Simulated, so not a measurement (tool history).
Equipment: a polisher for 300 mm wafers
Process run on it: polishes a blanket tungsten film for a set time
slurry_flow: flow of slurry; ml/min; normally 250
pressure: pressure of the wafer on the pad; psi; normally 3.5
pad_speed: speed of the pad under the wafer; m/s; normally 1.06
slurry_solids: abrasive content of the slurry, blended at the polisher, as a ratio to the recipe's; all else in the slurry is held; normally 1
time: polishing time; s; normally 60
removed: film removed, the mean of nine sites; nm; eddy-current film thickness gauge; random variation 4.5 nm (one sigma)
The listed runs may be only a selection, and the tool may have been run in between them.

| run | hour | slurry_flow | pressure | pad_speed | slurry_solids | time | wafers since the last listed run | wafers polished on this pad | hours since the slurry nozzle was cleaned | hours since the head pressure was calibrated | hours since the slurry blender was calibrated | hours since the slurry got fresh peroxide | incoming thickness of the incoming film, nm | removed |
|---|---|---|---|---|---|---|---|---|---|---|---|---|---|---|
| 1 | 0 | 250 | 3.5 | 1.06 | 1 | 60 | 0 | 546 | 167.8 | 37.2 | 342.5 | 239.5 | 816.9 | 328.8 |
|  | 42.9 | slurry blender recalibrated |
| 2 | 54.4 | 250 | 3.5 | 1.06 | 1 | 60 | 447 | 993 | 222.2 | 91.6 | 11.5 | 293.9 | 815.8 | 329 |
| 3 | 90.8 | 250 | 3.5 | 1.06 | 1 | 60 | 310 | 1304 | 258.6 | 128 | 47.9 | 330.3 | 815 | 338.5 |
|  | 113.7 | slurry tank refilled with fresh slurry and peroxide |
| 4 | 133.7 | 250 | 4.2 | 1.06 | 1 | 60 | 357 | 1662 | 301.5 | 170.9 | 90.8 | 20 | 802.3 | 410.3 |
| 5 | 277.6 | 250 | 4.2 | 1.06 | 1 | 60 | 1228 | 2890 | 445.4 | 314.8 | 234.7 | 163.9 | 797.7 | 422.2 |
|  | 284.5 | slurry nozzle cleaned |
|  | 294.5 | worn pad replaced by a new one |
| 6 | 334.1 | 250 | 4.2 | 1.06 | 1 | 60 | 439 | 337 | 49.6 | 371.3 | 291.2 | 220.4 | 795.4 | 415.2 |
| 7 | 381.3 | 250 | 3.5 | 1.06 | 1 | 60 | 402 | 740 | 96.8 | 418.5 | 338.4 | 267.6 | 804.2 | 357 |
| 8 | 439 | 250 | 3.5 | 1.06 | 1 | 60 | 492 | 1232 | 154.5 | 476.2 | 396.1 | 325.3 | 810.6 | 352.2 |
|  | 451.7 | slurry tank refilled with fresh slurry and peroxide |
|  | 456.2 | slurry blender recalibrated |
| 9 | 476.6 | 250 | 3.5 | 1.06 | 1 | 60 | 295 | 1528 | 192.1 | 513.8 | 20.4 | 24.9 | 804.6 | 357.9 |
| 10 | 508 | 175 | 3.5 | 0.7 | 1 | 48 | 267 | 1796 | 223.5 | 545.2 | 51.8 | 56.3 | 795.8 | 184 |
| 11 | 553.5 | 185 | 3.5 | 1.22 | 0.85 | 70 | 388 | 2184 | 269 | 590.7 | 97.3 | 101.8 | 813.5 | 438 |
| 12 | 610 | 250 | 3.5 | 1.06 | 1 | 60 | 482 | 2666 | 325.5 | 647.2 | 153.8 | 158.3 | 792.7 | 355.5 |
|  | 613.5 | head pressure recalibrated |
|  | 660.9 | worn pad replaced by a new one |
| 13 | 661.4 | 250 | 4.3 | 1.06 | 1.25 | 60 | 387 | 4 | 376.9 | 47.9 | 205.2 | 209.7 | 794.5 | 404.8 |
| 14 | 702.8 | 195 | 3.5 | 0.9 | 1 | 60 | 353 | 357 | 418.3 | 89.3 | 246.6 | 251.1 | 795.4 | 266.6 |
| 15 | 737 | 250 | 4 | 0.68 | 0.8 | 80 | 291 | 649 | 452.5 | 123.5 | 280.8 | 285.3 | 809.7 | 301.1 |
|  | 762.1 | slurry nozzle cleaned |
| 16 | 769.8 | 180 | 3.5 | 1.34 | 1.25 | 76 | 271 | 920 | 7.7 | 156.3 | 313.6 | 318.1 | 804.7 | 539.2 |
|  | 786.8 | slurry tank refilled with fresh slurry and peroxide |
|  | 795.3 | slurry blender recalibrated |
| 17 | 821 | 165 | 3.5 | 1.06 | 1.25 | 60 | 411 | 1332 | 58.9 | 207.5 | 25.7 | 34.2 | 810.7 | 340.5 |
| 18 | 857.7 | 330 | 3.5 | 1.06 | 1.1 | 46 | 313 | 1645 | 95.6 | 244.2 | 62.4 | 70.9 | 791.9 | 268 |
| 19 | 909 | 250 | 3.5 | 1.06 | 1 | 60 | 437 | 2083 | 146.9 | 295.5 | 113.7 | 122.2 | 813.5 | 345.5 |
| 20 | 968.7 | 250 | 3.5 | 1.06 | 1 | 60 | 509 | 2592 | 206.6 | 355.2 | 173.4 | 181.9 | 800.8 | 352.8 |
| 21 | 1003 | 250 | 3.9 | 1.06 | 1 | 60 | 292 | 2885 | 240.9 | 389.5 | 207.7 | 216.2 | 802.7 | 378.7 |
|  | 1047.3 | worn pad replaced by a new one |
| 22 | 1067.7 | 250 | 3.5 | 1.06 | 1 | 60 | 517 | 173 | 305.6 | 454.2 | 272.4 | 280.9 | 800.4 | 349.7 |
| 23 | 1112.1 | 205 | 4.5 | 0.86 | 1 | 60 | 378 | 552 | 350 | 498.6 | 316.8 | 325.3 | 803.9 | 338.1 |
|  | 1115.5 | slurry blender recalibrated |
|  | 1140.7 | slurry tank refilled with fresh slurry and peroxide |
| 24 | 1151.8 | 250 | 2.5 | 1.06 | 1 | 60 | 313 | 866 | 389.7 | 538.3 | 36.3 | 11.1 | 805.6 | 251.3 |
| 25 | 1292.9 | 250 | 4.6 | 1.06 | 1 | 60 | 1204 | 2070 | 530.8 | 679.4 | 177.4 | 152.2 | 788.8 | 450.3 |
|  | 1298.2 | head pressure recalibrated |
|  | 1305.6 | slurry nozzle cleaned |
| 26 | 1333.4 | 250 | 3.5 | 1.06 | 1.1 | 60 | 320 | 2390 | 27.8 | 35.2 | 217.9 | 192.7 | 796.7 | 329.5 |
| 27 | 1370.5 | 230 | 3.5 | 1.06 | 1 | 60 | 316 | 2706 | 64.9 | 72.3 | 255 | 229.8 | 797.5 | 324.4 |

Take each entry between the runs: how does the hidden state at the last listed run before it differ from the hidden state at the first listed run after it?
Run 1 -> run 2: slurry blender recalibrated (hour 42.9)
  deviation of the head's pressure from its setpoint, %: 3.3 -> 5.51
  the result without the hidden state subtracted from the measured one, removed: +9.8 -> +16.2 nm
Run 3 -> run 4: slurry tank refilled with fresh slurry and peroxide (hour 113.7)
  deviation of the head's pressure from its setpoint, %: 6.7 -> 7.87
  the result without the hidden state subtracted from the measured one, removed: +20.1 -> +28.3 nm
Run 5 -> run 6: slurry nozzle cleaned (hour 284.5); worn pad replaced by a new one (hour 294.5)
  deviation of the head's pressure from its setpoint, %: 10.4 -> 11
  the result without the hidden state subtracted from the measured one, removed: +37.8 -> +39.1 nm
Run 8 -> run 9: slurry tank refilled with fresh slurry and peroxide (hour 451.7); slurry blender recalibrated (hour 456.2)
  deviation of the head's pressure from its setpoint, %: 11.8 -> 12
  the result without the hidden state subtracted from the measured one, removed: +35.3 -> +36.4 nm
Run 12 -> run 13: head pressure recalibrated (hour 613.5); worn pad replaced by a new one (hour 660.9)
  deviation of the head's pressure from its setpoint, %: 12.5 -> 1.21
  the result without the hidden state subtracted from the measured one, removed: +37.4 -> +4.6 nm
Run 15 -> run 16: slurry nozzle cleaned (hour 762.1)
  deviation of the head's pressure from its setpoint, %: 4 -> 4.93
  the result without the hidden state subtracted from the measured one, removed: +10.9 -> +23.9 nm
Run 16 -> run 17: slurry tank refilled with fresh slurry and peroxide (hour 786.8); slurry blender recalibrated (hour 795.3)
  deviation of the head's pressure from its setpoint, %: 4.93 -> 6.13
  the result without the hidden state subtracted from the measured one, removed: +23.9 -> +18.5 nm
Run 21 -> run 22: worn pad replaced by a new one (hour 1047.3)
  deviation of the head's pressure from its setpoint, %: 8.65 -> 9.14
  the result without the hidden state subtracted from the measured one, removed: +28.5 -> +27.7 nm
Run 23 -> run 24: slurry blender recalibrated (hour 1115.5); slurry tank refilled with fresh slurry and peroxide (hour 1140.7)
  deviation of the head's pressure from its setpoint, %: 9.39 -> 9.58
  the result without the hidden state subtracted from the measured one, removed: +27.4 -> +20.7 nm
Run 25 -> run 26: head pressure recalibrated (hour 1298.2); slurry nozzle cleaned (hour 1305.6)
  deviation of the head's pressure from its setpoint, %: 10 -> 1.66
  the result without the hidden state subtracted from the measured one, removed: +38.9 -> +5.1 nm
